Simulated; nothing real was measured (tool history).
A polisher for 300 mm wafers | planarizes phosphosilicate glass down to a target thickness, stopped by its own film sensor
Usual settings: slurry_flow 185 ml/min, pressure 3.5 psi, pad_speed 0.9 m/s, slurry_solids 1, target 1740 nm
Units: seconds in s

| run | day | slurry_flow | pressure | pad_speed | slurry_solids | target | wafers since the last listed run | wafers polished on this pad | hours since the slurry nozzle was cleaned | hours since the head pressure was calibrated | hours since the slurry blender was calibrated | hours since the conditioning disc was replaced | incoming thickness of the incoming film, nm | seconds |
|---|---|---|---|---|---|---|---|---|---|---|---|---|---|---|
| 1 | 0 | 185 | 3.5 | 0.9 | 1 | 1838 | 0 | 15 | 619.3 | 244 | 235.5 | 220.5 | 2291.1 | 67.8 |
|  | 0.679 | slurry nozzle cleaned |
| 2 | 0.742 | 205 | 3.5 | 0.9 | 1 | 1740 | 178 | 193 | 1.5 | 261.8 | 253.3 | 238.3 | 2305.6 | 83.1 |
| 3 | 1.442 | 160 | 2.5 | 0.9 | 1.2 | 1740 | 178 | 372 | 18.3 | 278.6 | 270.1 | 255.1 | 2285.9 | 107.3 |
| 4 | 2.083 | 185 | 3.5 | 0.9 | 0.9 | 1740 | 163 | 535 | 33.7 | 294 | 285.5 | 270.5 | 2264.8 | 86.1 |
| 5 | 2.971 | 185 | 3.5 | 0.9 | 1 | 1740 | 226 | 761 | 55 | 315.3 | 306.8 | 291.8 | 2263.2 | 78.7 |
|  | 3.279 | conditioning disc replaced and pad reconditioned |
| 6 | 3.696 | 160 | 2.4 | 0.9 | 1 | 1740 | 163 | 925 | 72.4 | 332.7 | 324.2 | 10 | 2274.6 | 118.7 |
| 7 | 4.983 | 185 | 3.5 | 0.9 | 1 | 1810 | 327 | 1253 | 103.3 | 363.6 | 355.1 | 40.9 | 2333.8 | 80.7 |
| 8 | 5.546 | 185 | 3.5 | 0.9 | 1 | 1869 | 143 | 1396 | 116.8 | 377.1 | 368.6 | 54.4 | 2289.7 | 62.2 |
|  | 6.038 | slurry blender recalibrated |
|  | 7.15 | head pressure recalibrated |
| 9 | 7.3 | 185 | 4.2 | 0.9 | 1 | 1740 | 404 | 1800 | 158.9 | 3.6 | 30.3 | 96.5 | 2304.8 | 70.6 |
| 10 | 8.421 | 130 | 3.5 | 0.64 | 1.25 | 1828 | 285 | 2086 | 185.8 | 30.5 | 57.2 | 123.4 | 2278.8 | 82.5 |
| 11 | 8.938 | 210 | 3.5 | 0.9 | 1 | 1740 | 131 | 2218 | 198.2 | 42.9 | 69.6 | 135.8 | 2247.1 | 72.5 |
| 12 | 10.096 | 185 | 2.7 | 0.9 | 1 | 1740 | 295 | 2513 | 226 | 70.7 | 97.4 | 163.6 | 2276.6 | 103.5 |
|  | 10.492 | worn pad replaced by a new one |
| 13 | 11.4 | 185 | 3.5 | 0.9 | 1 | 1740 | 289 | 231 | 257.3 | 102 | 128.7 | 194.9 | 2253.4 | 77.6 |
| 14 | 12.667 | 185 | 4.1 | 0.9 | 1 | 1740 | 322 | 554 | 287.7 | 132.4 | 159.1 | 225.3 | 2302.7 | 72.1 |
| 15 | 13.625 | 185 | 3 | 0.9 | 1.3 | 1740 | 244 | 798 | 310.7 | 155.4 | 182.1 | 248.3 | 2275.7 | 82.8 |
|  | 13.854 | conditioning disc replaced and pad reconditioned |
| 16 | 14.204 | 185 | 3.5 | 0.9 | 1 | 1740 | 126 | 924 | 324.6 | 169.3 | 196 | 8.4 | 2318.9 | 86 |
| 17 | 15.404 | 185 | 3.9 | 0.9 | 1 | 1740 | 305 | 1230 | 353.4 | 198.1 | 224.8 | 37.2 | 2297.3 | 74.4 |
| 18 | 16.379 | 185 | 2.7 | 0.9 | 1 | 1858 | 248 | 1478 | 376.8 | 221.5 | 248.2 | 60.6 | 2302.9 | 85.9 |
| 19 | 17.4 | 235 | 3.5 | 0.9 | 1 | 1740 | 260 | 1738 | 401.3 | 246 | 272.7 | 85.1 | 2254.2 | 73.3 |
|  | 18.408 | slurry blender recalibrated |
| 20 | 18.608 | 185 | 4.3 | 1.06 | 1 | 1740 | 286 | 2025 | 430.3 | 275 | 4.8 | 114.1 | 2322.9 | 63.2 |
|  | 19.45 | worn pad replaced by a new one |
| 21 | 19.838 | 185 | 3.5 | 0.9 | 1 | 1740 | 270 | 98 | 459.8 | 304.5 | 34.3 | 143.6 | 2259.7 | 78.8 |
| 22 | 20.342 | 155 | 3.5 | 0.58 | 1 | 1740 | 128 | 226 | 471.9 | 316.6 | 46.4 | 155.7 | 2292 | 119 |
| 23 | 21.467 | 185 | 3.5 | 0.9 | 1 | 1740 | 286 | 513 | 498.9 | 343.6 | 73.4 | 182.7 | 2261.6 | 78.7 |
| 24 | 22.804 | 125 | 2.5 | 0.9 | 1 | 1647 | 340 | 854 | 531 | 375.7 | 105.5 | 214.8 | 2333.8 | 153.8 |
| 25 | 23.658 | 140 | 3.5 | 0.9 | 1 | 1584 | 217 | 1071 | 551.5 | 396.2 | 126 | 235.3 | 2281.4 | 110.8 |

4 ways to go on from here, each from the tool as it stands after run 25. What would each give?
| A | 23.675 | 185 | 3.1 | 0.9 | 1 | 1740 | 4 | 1075 | 551.9 | 396.6 | 126.4 | 235.7 | 2263.4 | ? |
| B | 23.675 | 215 | 2.6 | 0.68 | 0.8 | 1740 | 4 | 1075 | 551.9 | 396.6 | 126.4 | 235.7 | 2263.4 | ? |
| C | 23.675 | 155 | 3.5 | 0.9 | 1 | 1740 | 4 | 1075 | 551.9 | 396.6 | 126.4 | 235.7 | 2263.4 | ? |
| D | 23.675 | 185 | 2.7 | 0.9 | 1.2 | 1740 | 4 | 1075 | 551.9 | 396.6 | 126.4 | 235.7 | 2263.4 | ? |

| run | seconds |
|---|---|
| A | 90.3 |
| B | 151.9 |
| C | 81.9 |
| D | 94.5 |
Without the tool's hidden state the same runs would have given:
| run | seconds |
|---|---|
| A | 90.3 |
| B | 151.9 |
| C | 81.9 |
| D | 94.5 |

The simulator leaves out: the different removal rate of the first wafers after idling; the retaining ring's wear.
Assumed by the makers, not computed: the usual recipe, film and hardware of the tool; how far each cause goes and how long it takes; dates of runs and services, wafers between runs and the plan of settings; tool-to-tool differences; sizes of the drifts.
